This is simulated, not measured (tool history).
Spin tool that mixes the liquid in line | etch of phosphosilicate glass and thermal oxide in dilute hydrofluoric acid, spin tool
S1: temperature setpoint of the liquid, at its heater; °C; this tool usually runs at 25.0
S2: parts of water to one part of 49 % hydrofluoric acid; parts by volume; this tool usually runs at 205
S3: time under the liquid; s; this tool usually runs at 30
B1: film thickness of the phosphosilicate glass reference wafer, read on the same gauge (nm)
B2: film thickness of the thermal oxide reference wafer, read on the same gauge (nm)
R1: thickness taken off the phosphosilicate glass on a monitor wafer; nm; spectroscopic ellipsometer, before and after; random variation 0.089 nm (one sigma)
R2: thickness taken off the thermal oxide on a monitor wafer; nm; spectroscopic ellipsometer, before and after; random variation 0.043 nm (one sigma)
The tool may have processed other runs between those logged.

run     day    S1   S2  S3      B1       B2     R1     R2
  1   0.000  25.0  205  30   99.99  100.012  15.39  0.756
  2   2.367  22.5  205  30  100.02   99.999  14.06  0.713
  3   6.442  22.5  205  30  100.00  100.033  13.97  0.707
  4   9.492  21.5  205  30  100.01   99.996  13.52  0.608
  5  11.183  25.0  145  30  100.03   99.983  23.17  1.158
  6  13.592  25.0  145  30  100.01   99.983  23.56  1.123
  7  15.875  25.0  275  30  100.00  100.003  10.75  0.489
  8  17.888  25.0  205  30   99.96   99.998  15.80  0.783
  9  20.654  30.0  205  30   99.97  100.015  18.62  0.839
     21.450  -- hydrofluoric acid flow meter replaced
 10  24.308  23.0  205  30   99.97   99.998  13.97  0.579
 11  26.608  22.5  145  35  100.01  100.033  23.99  1.073
 12  30.383  25.0  180  40  100.00   99.979  23.53  1.159
 13  34.117  25.0  135  40   99.94   99.995  32.89  1.541
     34.446  -- thermometer replaced
 14  35.946  27.5  285  50   99.96  100.023  18.23  0.864
 15  38.129  26.5  235  45  100.02   99.979  20.23  1.066
 16  40.733  21.0  205  30  100.07   99.955  13.16  0.650
 17  43.158  23.5  250  15  100.00  100.060   5.67  0.302
 18  46.200  20.5  120  50   99.99  100.034  40.18  1.742
 19  50.433  25.0  205  30   99.97  100.001  15.45  0.729
 20  54.283  25.0  205  45  100.05   99.980  23.50  1.155
 21  55.888  25.0  205  30  100.04  100.023  15.59  0.662
     58.567  -- hydrofluoric acid flow meter replaced
 22  69.308  20.0  205  30  100.00  100.010  12.63  0.617
 23  72.779  25.0  145  30   99.97  100.001  22.80  1.125
 24  75.550  21.5  205  30  100.02  100.018  13.52  0.595
 25  77.071  26.5  205  30   99.95   99.991  16.26  0.732
 26  80.596  23.5  260  45   99.99  100.004  16.30  0.800

Here are 3 independent what-if runs from the current tool condition. What would each one return?
  A  80.612  25.0  205  30   ?   ?   ?   ?
  B  80.612  29.5  205  30   ?   ?   ?   ?
  C  80.612  25.0  270  15   ?   ?   ?   ?

run      B1       B2     R1     R2
  A  100.00  100.061  15.49  0.765
  B  100.00  100.061  18.19  0.898
  C  100.00  100.061   5.50  0.272
Had the tool no hidden state, the same runs would have come out as:
run     R1     R2
  A  14.98  0.740
  B  17.58  0.868
  C   5.31  0.262
